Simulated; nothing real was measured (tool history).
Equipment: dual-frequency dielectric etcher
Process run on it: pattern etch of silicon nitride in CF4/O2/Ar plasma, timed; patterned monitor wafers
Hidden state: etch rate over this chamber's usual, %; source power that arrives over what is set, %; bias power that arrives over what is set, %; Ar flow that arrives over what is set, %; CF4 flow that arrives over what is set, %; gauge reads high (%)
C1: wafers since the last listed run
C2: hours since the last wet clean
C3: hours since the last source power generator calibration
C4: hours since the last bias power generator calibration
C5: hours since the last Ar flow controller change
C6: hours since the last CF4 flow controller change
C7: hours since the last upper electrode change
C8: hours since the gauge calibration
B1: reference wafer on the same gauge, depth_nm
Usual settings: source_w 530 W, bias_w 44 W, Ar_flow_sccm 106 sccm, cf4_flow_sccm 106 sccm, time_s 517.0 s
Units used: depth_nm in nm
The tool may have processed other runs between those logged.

{"run": 1, "day": 0.0, "source_w": 530, "bias_w": 37, "Ar_flow_sccm": 106, "cf4_flow_sccm": 106, "time_s": 517.0, "C1": 0, "C2": 368.9, "C3": 1499.1, "C4": 838.9, "C5": 105.8, "C6": 620.8, "C7": 4121.3, "C8": 453.2, "B1": 1010.1, "depth_nm": 980.0}
{"run": 2, "day": 2.754, "source_w": 530, "bias_w": 44, "Ar_flow_sccm": 106, "cf4_flow_sccm": 106, "time_s": 517.0, "C1": 148, "C2": 435.0, "C3": 1565.2, "C4": 905.0, "C5": 171.9, "C6": 686.9, "C7": 4187.4, "C8": 519.3, "B1": 1009.8, "depth_nm": 1037.4}
{"run": 3, "day": 6.538, "source_w": 530, "bias_w": 44, "Ar_flow_sccm": 106, "cf4_flow_sccm": 106, "time_s": 517.0, "C1": 203, "C2": 525.8, "C3": 1656.0, "C4": 995.8, "C5": 262.7, "C6": 777.7, "C7": 4278.2, "C8": 610.1, "B1": 1010.1, "depth_nm": 1032.3}
{"run": 4, "day": 10.379, "source_w": 530, "bias_w": 44, "Ar_flow_sccm": 124, "cf4_flow_sccm": 106, "time_s": 379.0, "C1": 206, "C2": 618.0, "C3": 1748.2, "C4": 1088.0, "C5": 354.9, "C6": 869.9, "C7": 4370.4, "C8": 702.3, "B1": 1008.8, "depth_nm": 744.5}
{"run": 5, "day": 13.442, "source_w": 530, "bias_w": 44, "Ar_flow_sccm": 106, "cf4_flow_sccm": 106, "time_s": 575.5, "C1": 164, "C2": 691.5, "C3": 1821.7, "C4": 1161.5, "C5": 428.4, "C6": 943.4, "C7": 4443.9, "C8": 775.8, "B1": 1008.6, "depth_nm": 1155.4}
{"run": 6, "day": 15.533, "source_w": 530, "bias_w": 44, "Ar_flow_sccm": 106, "cf4_flow_sccm": 106, "time_s": 517.0, "C1": 112, "C2": 741.7, "C3": 1871.9, "C4": 1211.7, "C5": 478.6, "C6": 993.6, "C7": 4494.1, "C8": 826.0, "B1": 1008.3, "depth_nm": 1044.2}
{"day": 16.808, "done": "wet clean of the chamber"}
{"day": 19.062, "done": "source power generator calibrated"}
{"run": 7, "day": 24.3, "source_w": 660, "bias_w": 44, "Ar_flow_sccm": 106, "cf4_flow_sccm": 94, "time_s": 517.0, "C1": 408, "C2": 179.8, "C3": 125.7, "C4": 1422.1, "C5": 689.0, "C6": 1204.0, "C7": 4704.5, "C8": 1036.4, "B1": 1009.1, "depth_nm": 1321.7}
{"day": 26.367, "done": "upper electrode replaced"}
{"run": 8, "day": 26.9, "source_w": 580, "bias_w": 44, "Ar_flow_sccm": 115, "cf4_flow_sccm": 116, "time_s": 366.5, "C1": 86, "C2": 242.2, "C3": 188.1, "C4": 1484.5, "C5": 751.4, "C6": 1266.4, "C7": 12.8, "C8": 1098.8, "B1": 1011.8, "depth_nm": 825.8}
{"run": 9, "day": 29.575, "source_w": 530, "bias_w": 44, "Ar_flow_sccm": 81, "cf4_flow_sccm": 128, "time_s": 517.0, "C1": 143, "C2": 306.4, "C3": 252.3, "C4": 1548.7, "C5": 815.6, "C6": 1330.6, "C7": 77.0, "C8": 1163.0, "B1": 1012.1, "depth_nm": 1130.9}
{"run": 10, "day": 32.158, "source_w": 530, "bias_w": 44, "Ar_flow_sccm": 106, "cf4_flow_sccm": 106, "time_s": 517.0, "C1": 138, "C2": 368.4, "C3": 314.3, "C4": 1610.7, "C5": 877.6, "C6": 1392.6, "C7": 139.0, "C8": 1225.0, "B1": 1009.5, "depth_nm": 1062.2}
{"run": 11, "day": 36.121, "source_w": 410, "bias_w": 44, "Ar_flow_sccm": 85, "cf4_flow_sccm": 106, "time_s": 419.0, "C1": 213, "C2": 463.5, "C3": 409.4, "C4": 1705.8, "C5": 972.7, "C6": 1487.7, "C7": 234.1, "C8": 1320.1, "B1": 1009.8, "depth_nm": 669.7}
{"run": 12, "day": 39.033, "source_w": 570, "bias_w": 37, "Ar_flow_sccm": 81, "cf4_flow_sccm": 106, "time_s": 517.0, "C1": 156, "C2": 533.4, "C3": 479.3, "C4": 1775.7, "C5": 1042.6, "C6": 1557.6, "C7": 304.0, "C8": 1390.0, "B1": 1010.5, "depth_nm": 1125.9}
{"run": 13, "day": 43.483, "source_w": 530, "bias_w": 50, "Ar_flow_sccm": 106, "cf4_flow_sccm": 106, "time_s": 517.0, "C1": 239, "C2": 640.2, "C3": 586.1, "C4": 1882.5, "C5": 1149.4, "C6": 1664.4, "C7": 410.8, "C8": 1496.8, "B1": 1008.0, "depth_nm": 1098.3}
{"run": 14, "day": 46.25, "source_w": 420, "bias_w": 36, "Ar_flow_sccm": 92, "cf4_flow_sccm": 106, "time_s": 517.0, "C1": 148, "C2": 706.6, "C3": 652.5, "C4": 1948.9, "C5": 1215.8, "C6": 1730.8, "C7": 477.2, "C8": 1563.2, "B1": 1008.0, "depth_nm": 787.4}
{"day": 50.475, "done": "wet clean of the chamber"}
{"run": 15, "day": 50.496, "source_w": 530, "bias_w": 44, "Ar_flow_sccm": 106, "cf4_flow_sccm": 95, "time_s": 369.5, "C1": 174, "C2": 0.5, "C3": 754.4, "C4": 2050.8, "C5": 1317.7, "C6": 1832.7, "C7": 579.1, "C8": 1665.1, "B1": 1008.3, "depth_nm": 742.4}
{"run": 16, "day": 53.933, "source_w": 530, "bias_w": 44, "Ar_flow_sccm": 106, "cf4_flow_sccm": 106, "time_s": 517.0, "C1": 184, "C2": 83.0, "C3": 836.9, "C4": 2133.3, "C5": 1400.2, "C6": 1915.2, "C7": 661.6, "C8": 1747.6, "B1": 1010.0, "depth_nm": 1048.3}
{"run": 17, "day": 56.425, "source_w": 530, "bias_w": 44, "Ar_flow_sccm": 106, "cf4_flow_sccm": 106, "time_s": 517.0, "C1": 134, "C2": 142.8, "C3": 896.7, "C4": 2193.1, "C5": 1460.0, "C6": 1975.0, "C7": 721.4, "C8": 1807.4, "B1": 1008.8, "depth_nm": 1050.1}
{"run": 18, "day": 58.612, "source_w": 630, "bias_w": 44, "Ar_flow_sccm": 126, "cf4_flow_sccm": 106, "time_s": 517.0, "C1": 117, "C2": 195.3, "C3": 949.2, "C4": 2245.6, "C5": 1512.5, "C6": 2027.5, "C7": 773.9, "C8": 1859.9, "B1": 1010.2, "depth_nm": 1216.5}
{"run": 19, "day": 61.875, "source_w": 530, "bias_w": 52, "Ar_flow_sccm": 128, "cf4_flow_sccm": 106, "time_s": 517.0, "C1": 175, "C2": 273.6, "C3": 1027.5, "C4": 2323.9, "C5": 1590.8, "C6": 2105.8, "C7": 852.2, "C8": 1938.2, "B1": 1012.4, "depth_nm": 1073.4}
{"run": 20, "day": 63.742, "source_w": 530, "bias_w": 44, "Ar_flow_sccm": 106, "cf4_flow_sccm": 106, "time_s": 517.0, "C1": 100, "C2": 318.4, "C3": 1072.3, "C4": 2368.7, "C5": 1635.6, "C6": 2150.6, "C7": 897.0, "C8": 1983.0, "B1": 1011.2, "depth_nm": 1040.8}
{"run": 21, "day": 67.938, "source_w": 530, "bias_w": 44, "Ar_flow_sccm": 106, "cf4_flow_sccm": 106, "time_s": 568.5, "C1": 225, "C2": 419.1, "C3": 1173.0, "C4": 2469.4, "C5": 1736.3, "C6": 2251.3, "C7": 997.7, "C8": 2083.7, "B1": 1011.2, "depth_nm": 1154.7}

Consider 4 possible next runs. They are alternatives, not a sequence: every one starts from the tool as it was left by run 21. What does each give?
{"run": "A", "day": 67.962, "source_w": 530, "bias_w": 44, "Ar_flow_sccm": 106, "cf4_flow_sccm": 106, "time_s": 517.0, "C1": 1, "C2": 419.7, "C3": 1173.6, "C4": 2470.0, "C5": 1736.9, "C6": 2251.9, "C7": 998.3, "C8": 2084.3, "B1": "?", "depth_nm": "?"}
{"run": "B", "day": 67.962, "source_w": 530, "bias_w": 44, "Ar_flow_sccm": 118, "cf4_flow_sccm": 106, "time_s": 626.0, "C1": 1, "C2": 419.7, "C3": 1173.6, "C4": 2470.0, "C5": 1736.9, "C6": 2251.9, "C7": 998.3, "C8": 2084.3, "B1": "?", "depth_nm": "?"}
{"run": "C", "day": 67.962, "source_w": 600, "bias_w": 37, "Ar_flow_sccm": 106, "cf4_flow_sccm": 106, "time_s": 667.5, "C1": 1, "C2": 419.7, "C3": 1173.6, "C4": 2470.0, "C5": 1736.9, "C6": 2251.9, "C7": 998.3, "C8": 2084.3, "B1": "?", "depth_nm": "?"}
{"run": "D", "day": 67.962, "source_w": 660, "bias_w": 39, "Ar_flow_sccm": 87, "cf4_flow_sccm": 106, "time_s": 450.5, "C1": 1, "C2": 419.7, "C3": 1173.6, "C4": 2470.0, "C5": 1736.9, "C6": 2251.9, "C7": 998.3, "C8": 2084.3, "B1": "?", "depth_nm": "?"}

run=A B1=1009.2 depth_nm=1045.3
run=B B1=1009.2 depth_nm=1244.5
run=C B1=1009.2 depth_nm=1456.0
run=D B1=1009.2 depth_nm=1137.4
Stripped of hidden state, with their random variation kept, the same runs would have yielded:
run=A depth_nm=1074.3
run=B depth_nm=1278.9
run=C depth_nm=1496.7
run=D depth_nm=1169.3
